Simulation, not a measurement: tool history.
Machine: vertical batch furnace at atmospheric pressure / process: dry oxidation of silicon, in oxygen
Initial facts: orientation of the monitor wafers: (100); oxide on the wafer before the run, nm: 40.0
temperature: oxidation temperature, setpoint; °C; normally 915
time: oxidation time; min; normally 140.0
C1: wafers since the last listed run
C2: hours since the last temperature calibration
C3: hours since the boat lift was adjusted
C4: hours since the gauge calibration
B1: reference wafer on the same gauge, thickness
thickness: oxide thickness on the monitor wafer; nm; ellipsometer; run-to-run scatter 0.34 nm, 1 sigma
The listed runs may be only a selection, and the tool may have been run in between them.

Run 1, hour 0.0: usual settings; C1 0; C2 2589.7; C3 4557.5; C4 554.5; B1 51.09. Result: thickness 63.34 nm.
Run 2, hour 42.8: usual settings; C1 280; C2 2632.5; C3 4600.3; C4 597.3; B1 51.18. Result: thickness 63.16 nm.
Run 3, hour 224.6: usual settings; C1 1190; C2 2814.3; C3 4782.1; C4 779.1; B1 51.05. Result: thickness 62.65 nm.
Run 4, hour 294.2: usual settings but temperature 905 °C, time 186.0 min; C1 455; C2 2883.9; C3 4851.7; C4 848.7; B1 50.91. Result: thickness 65.94 nm.
Run 5, hour 326.2: usual settings but temperature 905 °C, time 186.0 min; C1 209; C2 2915.9; C3 4883.7; C4 880.7; B1 51.01. Result: thickness 66.76 nm.
Run 6, hour 355.4: usual settings; C1 191; C2 2945.1; C3 4912.9; C4 909.9; B1 51.01. Result: thickness 63.38 nm.
At hour 415.6: gauge calibrated.
Run 7, hour 500.4: usual settings; C1 949; C2 3090.1; C3 5057.9; C4 84.8; B1 52.04. Result: thickness 64.25 nm.
Run 8, hour 541.6: usual settings; C1 269; C2 3131.3; C3 5099.1; C4 126.0; B1 51.94. Result: thickness 63.80 nm.
Run 9, hour 591.9: usual settings; C1 329; C2 3181.6; C3 5149.4; C4 176.3; B1 51.69. Result: thickness 63.84 nm.
Run 10, hour 639.4: usual settings; C1 311; C2 3229.1; C3 5196.9; C4 223.8; B1 51.58. Result: thickness 63.35 nm.
At hour 688.7: boat lift adjusted.
Run 11, hour 689.2: usual settings; C1 168; C2 3278.9; C3 0.5; C4 273.6; B1 51.38. Result: thickness 63.72 nm.
Run 12, hour 712.2: usual settings; C1 150; C2 3301.9; C3 23.5; C4 296.6; B1 51.34. Result: thickness 63.69 nm.
Run 13, hour 771.5: usual settings but temperature 928 °C, time 112.0 min; C1 388; C2 3361.2; C3 82.8; C4 355.9; B1 51.30. Result: thickness 63.12 nm.
Run 14, hour 838.6: usual settings but temperature 923 °C, time 110.0 min; C1 439; C2 3428.3; C3 149.9; C4 423.0; B1 51.12. Result: thickness 60.41 nm.
At hour 867.8: thermocouples replaced and temperature profile calibrated.
Run 15, hour 897.6: usual settings but temperature 896 °C, time 160.0 min; C1 229; C2 29.8; C3 208.9; C4 482.0; B1 50.97. Result: thickness 58.82 nm.
Run 16, hour 962.9: usual settings but temperature 938 °C, time 109.0 min; C1 427; C2 95.1; C3 274.2; C4 547.3; B1 50.97. Result: thickness 65.00 nm.
Run 17, hour 1020.7: usual settings but temperature 903 °C, time 99.0 min; C1 378; C2 152.9; C3 332.0; C4 605.1; B1 50.91. Result: thickness 53.30 nm.
Run 18, hour 1080.0: usual settings but temperature 921 °C, time 99.5 min; C1 388; C2 212.2; C3 391.3; C4 664.4; B1 50.82. Result: thickness 57.40 nm.
Run 19, hour 1146.6: usual settings but temperature 932 °C, time 176.0 min; C1 436; C2 278.8; C3 457.9; C4 731.0; B1 50.86. Result: thickness 77.04 nm.
Run 20, hour 1260.1: usual settings but temperature 933 °C, time 160.0 min; C1 743; C2 392.3; C3 571.4; C4 844.5; B1 50.75. Result: thickness 74.31 nm.
Run 21, hour 1306.5: usual settings but temperature 894 °C, time 82.0 min; C1 303; C2 438.7; C3 617.8; C4 890.9; B1 50.69. Result: thickness 48.64 nm.
At hour 1332.7: gauge calibrated.
Run 22, hour 1360.7: usual settings; C1 354; C2 492.9; C3 672.0; C4 28.0; B1 52.40. Result: thickness 64.94 nm.

Subtracting, for every run, the result it would have given without the tool's unlogged condition from the measured result gives the following. The same run-to-run variation enters both numbers; the gauge's scatter may not:
What the log doesn't record here: true tube temperature minus thermocouple reading, K; monitor wafer colder than the profiled boat position, K; gauge reads high (%).
run  thickness
  1      -2.03
  2      -2.08
  3      -2.21
  4      -2.36
  5      -2.40
  6      -2.29
  7      -0.86
  8      -1.09
  9      -1.34
 10      -1.53
 11      -1.71
 12      -1.79
 13      -1.93
 14      -1.99
 15      -2.04
 16      -2.35
 17      -1.99
 18      -2.19
 19      -3.00
 20      -2.98
 21      -1.96
 22      -0.52

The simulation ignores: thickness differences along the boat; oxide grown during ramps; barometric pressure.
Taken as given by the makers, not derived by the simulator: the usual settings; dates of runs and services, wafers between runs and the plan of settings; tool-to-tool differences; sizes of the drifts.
